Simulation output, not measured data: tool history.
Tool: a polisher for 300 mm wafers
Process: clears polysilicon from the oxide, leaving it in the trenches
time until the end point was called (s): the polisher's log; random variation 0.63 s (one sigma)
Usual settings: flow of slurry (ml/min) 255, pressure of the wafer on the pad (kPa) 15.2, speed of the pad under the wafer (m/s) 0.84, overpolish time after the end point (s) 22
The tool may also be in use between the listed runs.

run      day  flow of slurry (ml/min)  pressure of the wafer on the pad (kPa)  speed of the pad under the wafer (m/s)  overpolish time after the end point (s)  incoming thickness of the incoming film, nm  time until the end point was called (s)
  1    0.000                      255                                    15.2                                    0.84                                       22                                        733.6                                     69.5
  2    3.417                      255                                    15.2                                    0.84                                       17                                        717.0                                     66.6
       6.142  -- head pressure recalibrated
  3    6.696                      255                                    15.2                                    0.84                                       17                                        727.4                                     69.5
       8.138  -- worn pad replaced by a new one
  4    8.708                      255                                    15.2                                    1.08                                       22                                        721.5                                     57.4
  5   12.975                      255                                    15.2                                    1.08                                       22                                        722.6                                     57.2
  6   17.208                      255                                    11.7                                    0.84                                       25                                        728.5                                     84.7
  7   20.133                      255                                    11.7                                    0.84                                       25                                        711.1                                     83.8
      22.142  -- slurry nozzle cleaned
  8   22.504                      255                                    11.7                                    0.84                                       25                                        719.4                                     85.8
  9   24.404                      255                                    15.2                                    0.76                                       22                                        720.8                                     80.2
 10   26.179                      255                                    15.2                                    0.76                                       22                                        728.1                                     82.7
 11   28.458                      255                                    15.2                                    0.76                                       22                                        714.8                                     81.0
 12   31.267                      195                                    15.2                                    0.84                                       22                                        711.7                                     75.9
      31.658  -- worn pad replaced by a new one, repeated, since the last time left the tool worse
 13   33.729                      195                                    15.2                                    0.84                                       22                                        711.4                                     66.4
      34.129  -- head pressure recalibrated
 14   36.838                      255                                     9.7                                    0.84                                       22                                        714.8                                     82.3
 15   38.608                      255                                    15.2                                    0.60                                       22                                        722.9                                     87.1
 16   42.158                      220                                    15.2                                    0.84                                       34                                        718.1                                     67.4
      44.004  -- slurry nozzle cleaned
 17   47.271                      255                                    15.2                                    0.84                                       22                                        716.3                                     67.1
      53.529  -- worn pad replaced by a new one
 18   53.550                      255                                    15.2                                    1.12                                       30                                        725.2                                     49.0
 19   56.379                      255                                    15.2                                    0.84                                       22                                        723.8                                     65.4
      57.529  -- head pressure recalibrated
 20   58.862                      255                                    20.7                                    0.58                                       22                                        716.1                                     71.5
 21   60.854                      255                                    13.1                                    0.54                                       16                                        704.2                                    103.2
 22   64.750                      255                                    15.2                                    0.94                                       22                                        730.1                                     59.7
 23   67.729                      255                                    20.0                                    0.84                                       22                                        715.6                                     55.1
      68.988  -- slurry nozzle cleaned
 24   71.325                      255                                    15.2                                    0.84                                       22                                        711.3                                     66.3
 25   72.967                      165                                    11.0                                    0.62                                       29                                        718.7                                    112.3
      74.754  -- worn pad replaced by a new one
 26   76.242                      255                                    10.3                                    0.84                                       22                                        722.1                                     80.7
 27   78.825                      185                                    15.2                                    1.02                                       32                                        717.1                                     55.6
      80.204  -- head pressure recalibrated
 28   82.625                      255                                    15.2                                    0.84                                       22                                        723.0                                     65.3
 29   86.454                      190                                    13.1                                    0.92                                       22                                        722.4                                     69.6
 30   89.633                      255                                    15.2                                    0.84                                       22                                        725.5                                     67.3
 31   92.217                      290                                    15.2                                    0.84                                       22                                        723.9                                     65.4
      92.692  -- slurry nozzle cleaned
 32  100.696                      255                                    20.0                                    0.70                                       31                                        711.1                                     66.1
     101.221  -- head pressure recalibrated
     102.996  -- worn pad replaced by a new one
 33  104.925                      255                                    15.2                                    0.98                                       13                                        721.1                                     54.7

Some steps in time until the end point was called (s) between neighbouring runs. How much of each would the tool show without its hidden state too (settings, what came in, random variation), and how much is left for the hidden state, with any gauge scatter that isn't in both results?
The hidden state here: removal rate lost through wear of the pad, %; slurry flow missing at the pad, %; deviation of the head's pressure from its setpoint, %.
Run 12 -> 13: worn pad replaced by a new one, repeated, since the last time left the tool worse. time until the end point was called (s) -9.5: hidden state -11.1, all else +1.6.
Run 20 -> 21: pressure of the wafer on the pad (kPa) 20.7 -> 13.1, speed of the pad under the wafer (m/s) 0.58 -> 0.54, overpolish time after the end point (s) 22 -> 16. time until the end point was called (s) +31.7: hidden state +0.9, all else +30.8.
Run 21 -> 22: pressure of the wafer on the pad (kPa) 13.1 -> 15.2, speed of the pad under the wafer (m/s) 0.54 -> 0.94, overpolish time after the end point (s) 16 -> 22. time until the end point was called (s) -43.5: hidden state -0.2, all else -43.3.
Run 24 -> 25: flow of slurry (ml/min) 255 -> 165, pressure of the wafer on the pad (kPa) 15.2 -> 11.0, speed of the pad under the wafer (m/s) 0.84 -> 0.62, overpolish time after the end point (s) 22 -> 29. time until the end point was called (s) +46.0: hidden state +2.4, all else +43.6.
Run 25 -> 26: flow of slurry (ml/min) 165 -> 255, pressure of the wafer on the pad (kPa) 11.0 -> 10.3, speed of the pad under the wafer (m/s) 0.62 -> 0.84, overpolish time after the end point (s) 29 -> 22, worn pad replaced by a new one. time until the end point was called (s) -31.6: hidden state -4.6, all else -27.0.
Run 32 -> 33: pressure of the wafer on the pad (kPa) 20.0 -> 15.2, speed of the pad under the wafer (m/s) 0.70 -> 0.98, overpolish time after the end point (s) 31 -> 13, head pressure recalibrated, worn pad replaced by a new one. time until the end point was called (s) -11.4: hidden state -4.1, all else -7.3.

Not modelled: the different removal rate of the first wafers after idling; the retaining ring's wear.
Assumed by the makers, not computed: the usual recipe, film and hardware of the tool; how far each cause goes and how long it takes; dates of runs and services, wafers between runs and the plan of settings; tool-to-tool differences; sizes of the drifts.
